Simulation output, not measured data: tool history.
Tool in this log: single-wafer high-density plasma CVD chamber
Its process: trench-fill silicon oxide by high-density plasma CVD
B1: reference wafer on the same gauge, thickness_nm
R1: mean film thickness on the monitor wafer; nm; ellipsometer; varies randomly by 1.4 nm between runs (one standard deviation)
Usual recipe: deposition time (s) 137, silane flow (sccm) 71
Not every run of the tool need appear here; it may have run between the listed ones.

Run 1, hour 0: usual settings; B1 927.837. Result: R1 958.344 nm.
Run 2, hour 8.6: usual settings but deposition time (s) 122, silane flow (sccm) 67; B1 928.347. Result: R1 805.624 nm.
Run 3, hour 26.3: usual settings but deposition time (s) 122, silane flow (sccm) 67; B1 929.348. Result: R1 805.307 nm.
Run 4, hour 39.1: usual settings; B1 929.721. Result: R1 957.974 nm.
Run 5, hour 53.2: usual settings; B1 930.29. Result: R1 957.613 nm.
Run 6, hour 61.5: usual settings; B1 930.874. Result: R1 962.034 nm.
Run 7, hour 87.4: usual settings; B1 931.358. Result: R1 960.608 nm.
Run 8, hour 103.8: usual settings; B1 932.086. Result: R1 958.764 nm.
At hour 106.1: gauge calibrated.
Run 9, hour 110.6: usual settings; B1 923.043. Result: R1 952.953 nm.
Run 10, hour 120: usual settings but deposition time (s) 159; B1 924.552. Result: R1 1108.488 nm.
At hour 136.8: silane flow controller replaced.
Run 11, hour 137.3: usual settings; B1 924.953. Result: R1 951.878 nm.
Run 12, hour 167.8: usual settings but deposition time (s) 157, silane flow (sccm) 62; B1 925.808. Result: R1 956.351 nm.
Run 13, hour 175.2: usual settings but deposition time (s) 162, silane flow (sccm) 81; B1 925.663. Result: R1 1285.172 nm.
Run 14, hour 183.8: usual settings; B1 926.362. Result: R1 956.21 nm.
Run 15, hour 195.6: usual settings; B1 926.667. Result: R1 958.111 nm.
Run 16, hour 211: usual settings but deposition time (s) 151; B1 927.703. Result: R1 1054.022 nm.
Run 17, hour 218.3: usual settings; B1 927.272. Result: R1 958.203 nm.
Run 18, hour 229.4: usual settings but silane flow (sccm) 75; B1 927.467. Result: R1 1011.57 nm.
Run 19, hour 242.5: usual settings but deposition time (s) 162, silane flow (sccm) 67; B1 928.281. Result: R1 1067.508 nm.

Forecast each of these 4 alternatives for the next run:
Run A, hour 242.9: usual settings but silane flow (sccm) 60; B1 ?. Result: R1 ?.
Run B, hour 242.9: usual settings but deposition time (s) 117, silane flow (sccm) 63; B1 ?. Result: R1 ?.
Run C, hour 242.9: usual settings but deposition time (s) 161, silane flow (sccm) 83; B1 ?. Result: R1 ?.
Run D, hour 242.9: usual settings but deposition time (s) 123, silane flow (sccm) 57; B1 ?. Result: R1 ?.

run       B1        R1
  A  928.746   810.072
  B  928.746   726.404
  C  928.746  1316.908
  D  928.746   690.926
Take away the tool's hidden state, keep each run's random variation, and the runs would have read:
run        R1
  A   806.139
  B   722.877
  C  1310.516
  D   687.572

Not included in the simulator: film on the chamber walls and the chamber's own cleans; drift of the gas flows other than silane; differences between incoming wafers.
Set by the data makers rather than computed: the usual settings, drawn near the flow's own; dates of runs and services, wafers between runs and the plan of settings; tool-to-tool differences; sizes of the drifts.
